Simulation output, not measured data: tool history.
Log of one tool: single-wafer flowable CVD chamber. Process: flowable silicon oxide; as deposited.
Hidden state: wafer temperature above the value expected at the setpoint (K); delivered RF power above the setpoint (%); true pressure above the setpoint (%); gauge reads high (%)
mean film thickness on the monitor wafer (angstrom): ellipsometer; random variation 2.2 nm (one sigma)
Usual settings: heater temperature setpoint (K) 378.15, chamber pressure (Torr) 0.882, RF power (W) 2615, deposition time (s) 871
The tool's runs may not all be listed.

run,day,heater temperature setpoint (K),chamber pressure (Torr),RF power (W),deposition time (s),wafers since the last listed run,hours since the last thermocouple change,hours since the last RF generator calibration,hours since the last manometer calibration,hours since the showerhead was replaced,hours since the gauge calibration,"read-back reference wafer on the same gauge, thickness_nm",mean film thickness on the monitor wafer (angstrom)
1,0.000,382.15,1.054,2615,871,0,1840.2,1600.8,2005.4,2096.2,71.0,579.120,4209.06
2,0.292,382.15,1.054,2615,871,20,1847.2,1607.8,2012.4,2103.2,78.0,578.153,4191.26
3,0.633,382.15,1.054,2615,871,24,1855.4,1616.0,2020.6,2111.4,86.2,579.128,4182.39
4,1.367,378.15,0.882,2615,871,51,1873.0,1633.6,2038.2,2129.0,103.8,578.500,4067.77
5,2.054,378.15,0.882,2615,871,48,1889.5,1650.1,2054.7,2145.5,120.3,578.875,4021.05
6,2.462,378.15,0.882,2615,969,28,1899.3,1659.9,2064.5,2155.3,130.1,578.420,4522.53
7,2.771,378.15,0.882,2615,969,21,1906.7,1667.3,2071.9,2162.7,137.5,578.953,4526.67
8,3.346,378.15,0.882,2615,969,40,1920.5,1681.1,2085.7,2176.5,151.3,579.755,4534.84
# day 5.162: thermocouple changed; heater temperature recalibrated
9,5.312,378.15,0.882,2615,871,114,3.6,1728.3,2132.9,2223.7,198.5,579.148,5131.18
# day 5.712: showerhead replaced
10,5.942,378.15,0.882,2615,871,20,18.7,1743.4,2148.0,5.5,213.6,578.660,5076.31
11,7.417,378.15,0.882,2615,871,103,54.1,1778.8,2183.4,40.9,249.0,578.408,5002.32
12,7.683,378.15,0.882,2615,871,18,60.5,1785.2,2189.8,47.3,255.4,578.513,4996.54
13,8.258,378.15,0.882,2615,871,40,74.3,1799.0,2203.6,61.1,269.2,578.942,5032.22
14,8.592,378.15,0.882,2755,871,23,82.3,1807.0,2211.6,69.1,277.2,578.084,5003.64
15,9.333,371.15,0.709,3035,1007,52,100.1,1824.8,2229.4,86.9,295.0,578.685,6074.10
16,9.804,378.15,1.074,2615,731,33,111.4,1836.1,2240.7,98.2,306.3,578.722,5017.46
17,10.496,387.15,1.029,2915,732,48,128.0,1852.7,2257.3,114.8,322.9,580.428,3481.81
# day 11.208: capacitance manometer re-zeroed and calibrated
# day 11.496: RF generator calibrated
18,11.517,384.15,0.882,2480,763,28,152.5,0.5,7.4,139.3,347.4,580.046,3422.24
19,11.542,378.15,0.882,2615,871,1,153.1,1.1,8.0,139.9,348.0,578.670,4837.72
# day 11.892: gauge calibrated
20,12.221,378.15,0.947,2615,752,47,169.4,17.4,24.3,156.2,7.9,579.026,4484.53
21,12.767,378.15,0.938,2615,922,38,182.5,30.5,37.4,169.3,21.0,578.052,5445.42
22,13.117,386.15,0.965,2615,1026,24,190.9,38.9,45.8,177.7,29.4,580.424,4605.49
23,13.692,378.15,0.882,2615,871,40,204.7,52.7,59.6,191.5,43.2,579.527,4797.67
24,14.092,367.15,0.882,2615,871,28,214.3,62.3,69.2,201.1,52.8,578.584,7244.23
25,14.783,366.15,0.705,2220,778,48,230.9,78.9,85.8,217.7,69.4,578.251,5277.08
26,15.358,378.15,0.882,2615,805,40,244.7,92.7,99.6,231.5,83.2,579.243,4396.25

The tool's hidden state at each run:
delivered RF power above the setpoint (%): 0 in every run
true pressure above the setpoint (%): 0 in every run
gauge reads high (%): 0 in every run
H1: wafer temperature above the value expected at the setpoint (K)
run,H1
1,6.01
2,6.02
3,6.02
4,6.03
5,6.04
6,6.05
7,6.05
8,6.06
9,-0.206
10,-0.0604
11,0.268
12,0.326
13,0.448
14,0.517
15,0.669
16,0.763
17,0.898
18,1.09
19,1.1
20,1.22
21,1.32
22,1.38
23,1.48
24,1.55
25,1.66
26,1.76
